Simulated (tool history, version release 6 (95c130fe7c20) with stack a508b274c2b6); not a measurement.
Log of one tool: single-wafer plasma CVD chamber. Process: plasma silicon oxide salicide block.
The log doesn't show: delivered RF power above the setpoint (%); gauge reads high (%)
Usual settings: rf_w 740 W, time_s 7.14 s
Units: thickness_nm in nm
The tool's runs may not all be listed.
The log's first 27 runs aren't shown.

| run | hour | rf_w | time_s | wafers since the last listed run | hours since the last RF generator calibration | hours since the showerhead was replaced | hours since the gauge calibration | read-back reference wafer on the same gauge, thickness_nm | thickness_nm |
|---|---|---|---|---|---|---|---|---|---|
| 28 | 1798.8 | 740 | 6.31 | 844 | 611.5 | 822.4 | 2972.7 | 79.454 | 72.953 |
|  | 1851.2 | gauge calibrated |
| 29 | 1852.4 | 625 | 8.11 | 983 | 665.1 | 876.0 | 1.2 | 77.390 | 86.593 |
| 30 | 1904.3 | 625 | 8.11 | 952 | 717.0 | 927.9 | 53.1 | 77.488 | 86.304 |
| 31 | 1974.6 | 740 | 7.14 | 1289 | 787.3 | 998.2 | 123.4 | 77.395 | 81.711 |
| 32 | 2033.5 | 880 | 6.12 | 1080 | 846.2 | 1057.1 | 182.3 | 77.486 | 74.076 |
| 33 | 2087.3 | 610 | 6.30 | 987 | 900.0 | 1110.9 | 236.1 | 77.343 | 66.030 |
| 34 | 2124.3 | 780 | 6.66 | 678 | 937.0 | 1147.9 | 273.1 | 77.537 | 77.023 |
| 35 | 2194.6 | 740 | 7.14 | 1289 | 1007.3 | 1218.2 | 343.4 | 77.384 | 81.366 |
| 36 | 2225.7 | 650 | 7.73 | 570 | 1038.4 | 1249.3 | 374.5 | 77.486 | 83.569 |
| 37 | 2271.6 | 740 | 6.28 | 842 | 1084.3 | 1295.2 | 420.4 | 77.400 | 71.381 |
| 38 | 2299.0 | 885 | 6.41 | 502 | 1111.7 | 1322.6 | 447.8 | 77.516 | 78.027 |
| 39 | 2359.6 | 740 | 7.14 | 1111 | 1172.3 | 1383.2 | 508.4 | 77.367 | 80.176 |
| 40 | 2418.3 | 705 | 6.78 | 1077 | 1231.0 | 1441.9 | 567.1 | 77.485 | 75.262 |
| 41 | 2442.4 | 855 | 5.87 | 442 | 1255.1 | 1466.0 | 591.2 | 77.489 | 70.084 |
| 42 | 2479.5 | 625 | 7.52 | 680 | 1292.2 | 1503.1 | 628.3 | 77.523 | 80.229 |
| 43 | 2537.4 | 685 | 7.14 | 1062 | 1350.1 | 1561.0 | 686.2 | 77.536 | 78.236 |
| 44 | 2579.0 | 595 | 7.83 | 763 | 1391.7 | 1602.6 | 727.8 | 77.607 | 81.684 |
| 45 | 2609.9 | 740 | 6.53 | 566 | 1422.6 | 1633.5 | 758.7 | 77.533 | 74.050 |

3 ways to go on from here, each from the tool as it stands after run 45. What would each give?
| A | 2610.3 | 740 | 7.14 | 7 | 1423.0 | 1633.9 | 759.1 | ? | ? |
| B | 2610.3 | 740 | 8.06 | 7 | 1423.0 | 1633.9 | 759.1 | ? | ? |
| C | 2610.3 | 600 | 6.07 | 7 | 1423.0 | 1633.9 | 759.1 | ? | ? |

| run | read-back reference wafer on the same gauge, thickness_nm | thickness_nm |
|---|---|---|
| A | 77.606 | 80.665 |
| B | 77.606 | 91.059 |
| C | 77.606 | 63.414 |
Without the tool's hidden state the same runs would have given:
| run | thickness_nm |
|---|---|
| A | 80.193 |
| B | 90.526 |
| C | 63.042 |
